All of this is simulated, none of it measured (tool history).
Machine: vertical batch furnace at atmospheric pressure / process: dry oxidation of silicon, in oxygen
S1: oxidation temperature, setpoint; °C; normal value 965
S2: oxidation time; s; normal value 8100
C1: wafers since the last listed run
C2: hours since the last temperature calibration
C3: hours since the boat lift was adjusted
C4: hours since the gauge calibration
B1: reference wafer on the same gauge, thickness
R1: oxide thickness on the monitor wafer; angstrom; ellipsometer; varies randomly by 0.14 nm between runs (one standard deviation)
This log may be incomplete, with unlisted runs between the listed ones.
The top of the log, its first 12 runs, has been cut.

run 13 day=9.958 | S1=955 S2=5280 | C1=92 C2=3614.3 C3=46.8 C4=193.7 | B1=97.7 | R1=704
run 14 day=10.821 | S1=955 S2=5280 | C1=161 C2=3635 C3=67.5 C4=214.4 | B1=97.69 | R1=705.9
run 15 day=11.188 | S1=957 S2=8100 | C1=68 C2=3643.8 C3=76.3 C4=223.2 | B1=97.66 | R1=946.4
run 16 day=11.829 | S1=965 S2=8100 | C1=120 C2=3659.2 C3=91.7 C4=238.6 | B1=97.72 | R1=1007.6
-- day=12.875 thermocouples replaced and temperature profile calibrated
run 17 day=12.896 | S1=988 S2=8100 | C1=12 C2=0.5 C3=117.3 C4=264.2 | B1=97.73 | R1=1136.9
run 18 day=13.15 | S1=952 S2=11310 | C1=47 C2=6.6 C3=123.4 C4=270.3 | B1=97.67 | R1=1089.6
run 19 day=13.708 | S1=956 S2=8100 | C1=104 C2=20 C3=136.8 C4=283.7 | B1=97.75 | R1=903.9
run 20 day=14.104 | S1=947 S2=10230 | C1=74 C2=29.5 C3=146.3 C4=293.2 | B1=97.66 | R1=984.1
run 21 day=14.85 | S1=952 S2=11670 | C1=139 C2=47.4 C3=164.2 C4=311.1 | B1=97.73 | R1=1110.8
run 22 day=15.862 | S1=952 S2=11670 | C1=189 C2=71.7 C3=188.5 C4=335.4 | B1=97.69 | R1=1112.9
-- day=16.529 gauge calibrated
run 23 day=16.692 | S1=965 S2=8100 | C1=155 C2=91.6 C3=208.4 C4=3.9 | B1=97.72 | R1=964.8
run 24 day=17.696 | S1=965 S2=8100 | C1=188 C2=115.7 C3=232.5 C4=28 | B1=97.68 | R1=966.8

Run 25 is up next; what results do you expect?
run 25 day=18.517 | S1=957 S2=9510 | C1=153 C2=135.4 C3=252.2 C4=47.7 | B1=? | R1=?

Run 25 came out at B1 97.63, R1 1011.8 angstrom.
With the hidden condition absent and the run-to-run variation left alone, this run would have shown R1 1008.8 angstrom.
